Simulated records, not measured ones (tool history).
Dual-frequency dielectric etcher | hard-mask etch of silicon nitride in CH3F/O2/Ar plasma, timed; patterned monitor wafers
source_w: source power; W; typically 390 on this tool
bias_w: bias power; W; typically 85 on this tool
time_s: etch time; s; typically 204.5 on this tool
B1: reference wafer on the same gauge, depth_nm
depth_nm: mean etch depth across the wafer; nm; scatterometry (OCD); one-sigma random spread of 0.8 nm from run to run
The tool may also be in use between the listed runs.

Run 1, day 0: usual settings but time_s 239.5 s; B1 134.9. Result: depth_nm 189.7 nm.
Run 2, day 2.692: usual settings but time_s 239.5 s; B1 135.1. Result: depth_nm 189.4 nm.
Run 3, day 5.242: usual settings but time_s 239.5 s; B1 135.1. Result: depth_nm 188.8 nm.
At day 8.283: wet clean of the chamber.
Run 4, day 8.304: usual settings; B1 134.8. Result: depth_nm 163.1 nm.
Run 5, day 10.067: usual settings; B1 135. Result: depth_nm 163.6 nm.
Run 6, day 12.612: usual settings; B1 135. Result: depth_nm 163.2 nm.
Run 7, day 14.404: usual settings; B1 134.9. Result: depth_nm 161.8 nm.
Run 8, day 19.921: usual settings but bias_w 71 W; B1 135. Result: depth_nm 149.2 nm.
Run 9, day 21.017: usual settings but bias_w 71 W; B1 135. Result: depth_nm 150.3 nm.
At day 21.521: gauge calibrated.
Run 10, day 22.233: usual settings but bias_w 71 W; B1 135.1. Result: depth_nm 149 nm.
Run 11, day 24.083: usual settings; B1 135.1. Result: depth_nm 160.2 nm.
Run 12, day 26.908: usual settings; B1 135. Result: depth_nm 159.6 nm.
Run 13, day 28.367: usual settings; B1 135. Result: depth_nm 160.4 nm.
At day 29.421: wet clean of the chamber.
Run 14, day 35.992: usual settings but source_w 320 W, bias_w 66 W, time_s 179 s; B1 135. Result: depth_nm 114.7 nm.
At day 38.558: source power generator calibrated.
Run 15, day 38.708: usual settings but source_w 350 W, time_s 263.5 s; B1 135.1. Result: depth_nm 196.9 nm.
Run 16, day 40.45: usual settings; B1 135.1. Result: depth_nm 160 nm.
At day 40.858: bias power generator calibrated.
Run 17, day 42.317: usual settings but source_w 420 W, bias_w 92 W, time_s 233.5 s; B1 135.1. Result: depth_nm 195.5 nm.
Run 18, day 43.583: usual settings but bias_w 76 W; B1 134.9. Result: depth_nm 153.8 nm.
Run 19, day 46.317: usual settings but source_w 430 W; B1 135. Result: depth_nm 167.3 nm.
Run 20, day 47.7: usual settings but source_w 330 W; B1 134.9. Result: depth_nm 147 nm.
At day 49.554: upper electrode replaced.
Run 21, day 49.967: usual settings; B1 134.9. Result: depth_nm 157.5 nm.
At day 52.042: wet clean of the chamber.
Run 22, day 52.062: usual settings but time_s 241.5 s; B1 135. Result: depth_nm 192.5 nm.
Run 23, day 53.5: usual settings but source_w 450 W, bias_w 95 W, time_s 261.5 s; B1 134.9. Result: depth_nm 235.8 nm.
Run 24, day 56.192: usual settings but bias_w 101 W, time_s 150.5 s; B1 135. Result: depth_nm 129.6 nm.
Run 25, day 58.896: usual settings but source_w 420 W; B1 135. Result: depth_nm 168.3 nm.
Run 26, day 61.067: usual settings but source_w 340 W, bias_w 75 W, time_s 178 s; B1 135.1. Result: depth_nm 125.6 nm.
Run 27, day 63.483: usual settings but source_w 490 W, time_s 183.5 s; B1 134.9. Result: depth_nm 160.6 nm.

Consider 4 possible next runs. They are alternatives, not a sequence: every one starts from the tool as it was left by run 27. What does each give?
Run A, day 63.504: usual settings but bias_w 75 W; B1 ?. Result: depth_nm ?.
Run B, day 63.504: usual settings but source_w 490 W, bias_w 95 W, time_s 182 s; B1 ?. Result: depth_nm ?.
Run C, day 63.504: usual settings but bias_w 103 W; B1 ?. Result: depth_nm ?.
Run D, day 63.504: usual settings but time_s 235.5 s; B1 ?. Result: depth_nm ?.

run     B1  depth_nm
  A  135.1     154.1
  B  135.1     168.5
  C  135.1     175.8
  D  135.1     186.9
With the hidden condition removed and each run's random variation left untouched, the same runs would have given:
run  depth_nm
  A     156.9
  B     171.4
  C     178.9
  D     190.2
